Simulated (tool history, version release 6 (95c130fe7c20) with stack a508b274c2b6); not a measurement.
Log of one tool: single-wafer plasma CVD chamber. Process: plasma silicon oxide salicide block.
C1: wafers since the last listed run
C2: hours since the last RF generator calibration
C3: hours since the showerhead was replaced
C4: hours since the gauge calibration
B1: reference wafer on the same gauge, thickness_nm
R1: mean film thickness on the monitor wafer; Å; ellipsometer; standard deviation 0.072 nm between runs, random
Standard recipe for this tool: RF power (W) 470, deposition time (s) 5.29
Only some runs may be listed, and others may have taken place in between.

run 1 hour=0 | RF_power_(W)=495 deposition_time_(s)=6 | C1=0 C2=2626.9 C3=3721.4 C4=69.9 | B1=42.201 | R1=543.72
run 2 hour=10.2 | RF_power_(W)=495 deposition_time_(s)=6 | C1=294 C2=2637.1 C3=3731.6 C4=80.1 | B1=42.192 | R1=543.21
run 3 hour=18 | RF_power_(W)=495 deposition_time_(s)=6 | C1=225 C2=2644.9 C3=3739.4 C4=87.9 | B1=42.204 | R1=542.63
run 4 hour=33.6 | RF_power_(W)=470 deposition_time_(s)=5.29 | C1=451 C2=2660.5 C3=3755 C4=103.5 | B1=42.204 | R1=467.04
run 5 hour=42.8 | RF_power_(W)=470 deposition_time_(s)=4.83 | C1=266 C2=2669.7 C3=3764.2 C4=112.7 | B1=42.198 | R1=426.19
run 6 hour=57.6 | RF_power_(W)=470 deposition_time_(s)=4.83 | C1=427 C2=2684.5 C3=3779 C4=127.5 | B1=42.204 | R1=425.18
run 7 hour=69.6 | RF_power_(W)=470 deposition_time_(s)=4.83 | C1=347 C2=2696.5 C3=3791 C4=139.5 | B1=42.201 | R1=427.05
run 8 hour=78.5 | RF_power_(W)=470 deposition_time_(s)=5.29 | C1=257 C2=2705.4 C3=3799.9 C4=148.4 | B1=42.197 | R1=466.6
run 9 hour=86.4 | RF_power_(W)=470 deposition_time_(s)=5.29 | C1=228 C2=2713.3 C3=3807.8 C4=156.3 | B1=42.211 | R1=466.91
run 10 hour=92.9 | RF_power_(W)=470 deposition_time_(s)=5.29 | C1=187 C2=2719.8 C3=3814.3 C4=162.8 | B1=42.189 | R1=466.38
-- hour=99.7 gauge calibrated
run 11 hour=107.3 | RF_power_(W)=470 deposition_time_(s)=5.29 | C1=416 C2=2734.2 C3=3828.7 C4=7.6 | B1=42.197 | R1=466.45
-- hour=125.2 showerhead replaced
run 12 hour=125.7 | RF_power_(W)=470 deposition_time_(s)=6.11 | C1=300 C2=2752.6 C3=0.5 C4=26 | B1=42.207 | R1=540.84
run 13 hour=135 | RF_power_(W)=470 deposition_time_(s)=5.29 | C1=268 C2=2761.9 C3=9.8 C4=35.3 | B1=42.193 | R1=465.59
run 14 hour=184.3 | RF_power_(W)=535 deposition_time_(s)=4.67 | C1=1425 C2=2811.2 C3=59.1 C4=84.6 | B1=42.209 | R1=438.65
-- hour=201 RF generator calibrated
run 15 hour=201.5 | RF_power_(W)=470 deposition_time_(s)=5.29 | C1=266 C2=0.5 C3=76.3 C4=101.8 | B1=42.201 | R1=454.29
run 16 hour=215.2 | RF_power_(W)=545 deposition_time_(s)=4.44 | C1=396 C2=14.2 C3=90 C4=115.5 | B1=42.21 | R1=410.47
run 17 hour=225.1 | RF_power_(W)=440 deposition_time_(s)=4.31 | C1=286 C2=24.1 C3=99.9 C4=125.4 | B1=42.201 | R1=357.41
run 18 hour=237.6 | RF_power_(W)=470 deposition_time_(s)=5.29 | C1=361 C2=36.6 C3=112.4 C4=137.9 | B1=42.196 | R1=453.01
-- hour=242.2 gauge calibrated
-- hour=247.8 RF generator calibrated, repeated, since the last time left the tool worse
run 19 hour=254.9 | RF_power_(W)=400 deposition_time_(s)=5.62 | C1=268 C2=7.1 C3=129.7 C4=12.7 | B1=42.2 | R1=467.78
run 20 hour=266.3 | RF_power_(W)=400 deposition_time_(s)=5.92 | C1=329 C2=18.5 C3=141.1 C4=24.1 | B1=42.214 | R1=492.16
run 21 hour=280.8 | RF_power_(W)=550 deposition_time_(s)=5.67 | C1=419 C2=33 C3=155.6 C4=38.6 | B1=42.197 | R1=554.45
run 22 hour=296.4 | RF_power_(W)=430 deposition_time_(s)=4.49 | C1=451 C2=48.6 C3=171.2 C4=54.2 | B1=42.197 | R1=388.7

3 options for the next run, each taken on its own from the tool as it stands now. Forecast them:
run A hour=296.8 | RF_power_(W)=470 deposition_time_(s)=5.29 | C1=11 C2=49 C3=171.6 C4=54.6 | B1=? | R1=?
run B hour=296.8 | RF_power_(W)=375 deposition_time_(s)=4.57 | C1=11 C2=49 C3=171.6 C4=54.6 | B1=? | R1=?
run C hour=296.8 | RF_power_(W)=395 deposition_time_(s)=4.37 | C1=11 C2=49 C3=171.6 C4=54.6 | B1=? | R1=?

run=A B1=42.201 R1=479.4
run=B B1=42.201 R1=365.01
run=C B1=42.201 R1=360.16
What these runs would have given with no unlogged condition in the tool:
run=A R1=480.71
run=B R1=366.01
run=C R1=361.14

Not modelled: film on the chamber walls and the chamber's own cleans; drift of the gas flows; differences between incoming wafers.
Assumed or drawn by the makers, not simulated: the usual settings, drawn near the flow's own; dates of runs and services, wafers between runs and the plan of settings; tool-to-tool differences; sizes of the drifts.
